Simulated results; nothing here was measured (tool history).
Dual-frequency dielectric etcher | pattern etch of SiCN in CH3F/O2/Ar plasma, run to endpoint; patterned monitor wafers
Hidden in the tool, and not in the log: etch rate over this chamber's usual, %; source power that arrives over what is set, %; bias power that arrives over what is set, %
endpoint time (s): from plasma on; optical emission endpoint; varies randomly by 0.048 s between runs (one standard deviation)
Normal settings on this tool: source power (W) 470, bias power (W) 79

run    hour  source power (W)  bias power (W)  wafers since the last listed run  hours since the last wet clean  hours since the last source power generator calibration  hours since the last bias power generator calibration  hours since the last upper electrode change  incoming incoming film thickness, nm  endpoint time (s)
  1     0.0               390              79                                 0                            96.6                                                    359.3                                                 1489.7                                       1544.0                                  6.87               17.6
  2    97.0               470              79                              1233                           193.6                                                    456.3                                                 1586.7                                       1641.0                                  6.89               15.6
  3   198.9               470              79                              1295                           295.5                                                    558.2                                                 1688.6                                       1742.9                                  6.84               15.5
  4   299.2               470              79                              1275                           395.8                                                    658.5                                                 1788.9                                       1843.2                                  6.92               15.6
      449.6  -- wet clean of the chamber
  5   593.9               470              79                              3441                           144.3                                                    953.2                                                 2083.6                                       2137.9                                  6.95               15.8
  6   638.5               540              74                               567                           188.9                                                    997.8                                                 2128.2                                       2182.5                                  6.85               14.6
  7   839.1               540              74                              2550                           389.5                                                   1198.4                                                 2328.8                                       2383.1                                  6.86               14.5
  8   938.9               540              74                              1268                           489.3                                                   1298.2                                                 2428.6                                       2482.9                                  6.90               14.6
  9  1018.1               550              79                              1006                           568.5                                                   1377.4                                                 2507.8                                       2562.1                                  6.93               14.2
 10  1067.3               550              79                               625                           617.7                                                   1426.6                                                 2557.0                                       2611.3                                  6.92               14.1
     1139.8  -- wet clean of the chamber
 11  1173.0               470              79                              1038                            33.2                                                   1532.3                                                 2662.7                                       2717.0                                  6.88               15.7
 12  1242.1               470              79                               878                           102.3                                                   1601.4                                                 2731.8                                       2786.1                                  6.86               15.5
 13  1283.9               470              85                               531                           144.1                                                   1643.2                                                 2773.6                                       2827.9                                  6.87               15.3
 14  1371.2               470              79                              1109                           231.4                                                   1730.5                                                 2860.9                                       2915.2                                  6.93               15.7
     1443.4  -- upper electrode replaced
 15  1475.9               420              74                              1026                           336.1                                                   1835.2                                                 2965.6                                         32.5                                  6.91               17.0
 16  1530.9               430              88                               699                           391.1                                                   1890.2                                                 3020.6                                         87.5                                  6.82               15.8
     1583.5  -- bias power generator calibrated
 17  1605.8               520              86                               901                           466.0                                                   1965.1                                                   22.3                                        162.4                                  6.98               14.5
 18  1694.8               470              79                              1131                           555.0                                                   2054.1                                                  111.3                                        251.4                                  6.98               15.6
     1826.8  -- source power generator calibrated
     1853.6  -- wet clean of the chamber
 19  1976.0               470              66                              3219                           122.4                                                    149.2                                                  392.5                                        532.6                                  6.88               16.5
 20  2059.2               370              66                              1057                           205.6                                                    232.4                                                  475.7                                        615.8                                  6.91               19.4
 21  2102.7               550              79                               553                           249.1                                                    275.9                                                  519.2                                        659.3                                  6.81               14.2
 22  2209.7               580              65                              1360                           356.1                                                    382.9                                                  626.2                                        766.3                                  6.88               14.6
 23  2265.9               380              67                               714                           412.3                                                    439.1                                                  682.4                                        822.5                                  6.91               18.8
 24  2302.8               470              79                               469                           449.2                                                    476.0                                                  719.3                                        859.4                                  6.95               15.8
 25  2373.9               510              99                               903                           520.3                                                    547.1                                                  790.4                                        930.5                                  6.88               13.7
     2409.9  -- wet clean of the chamber
 26  2467.5               470              63                               884                            57.6                                                    640.7                                                  884.0                                       1024.1                                  6.92               16.8
 27  2545.7               540              79                               994                           135.8                                                    718.9                                                  962.2                                       1102.3                                  6.87               14.4
 28  2736.6               570              94                              2427                           326.7                                                    909.8                                                 1153.1                                       1293.2                                  6.86               13.1
 29  2789.0               580              96                               666                           379.1                                                    962.2                                                 1205.5                                       1345.6                                  6.89               13.1

What was the tool's hidden state at every run in the log?
source power that arrives over what is set, %: 0 across all the runs
bias power that arrives over what is set, %: 0 across all the runs
H1: etch rate over this chamber's usual, %
run       H1
  1     0.17
  2    0.402
  3    0.646
  4    0.887
  5    0.433
  6     0.54
  7     1.02
  8     1.26
  9     1.45
 10     1.57
 11    0.244
 12    0.409
 13    0.509
 14    0.719
 15    0.969
 16      1.1
 17     1.28
 18     1.49
 19  -0.0304
 20    0.169
 21    0.273
 22    0.529
 23    0.664
 24    0.752
 25    0.923
 26    0.116
 27    0.303
 28    0.761
 29    0.886
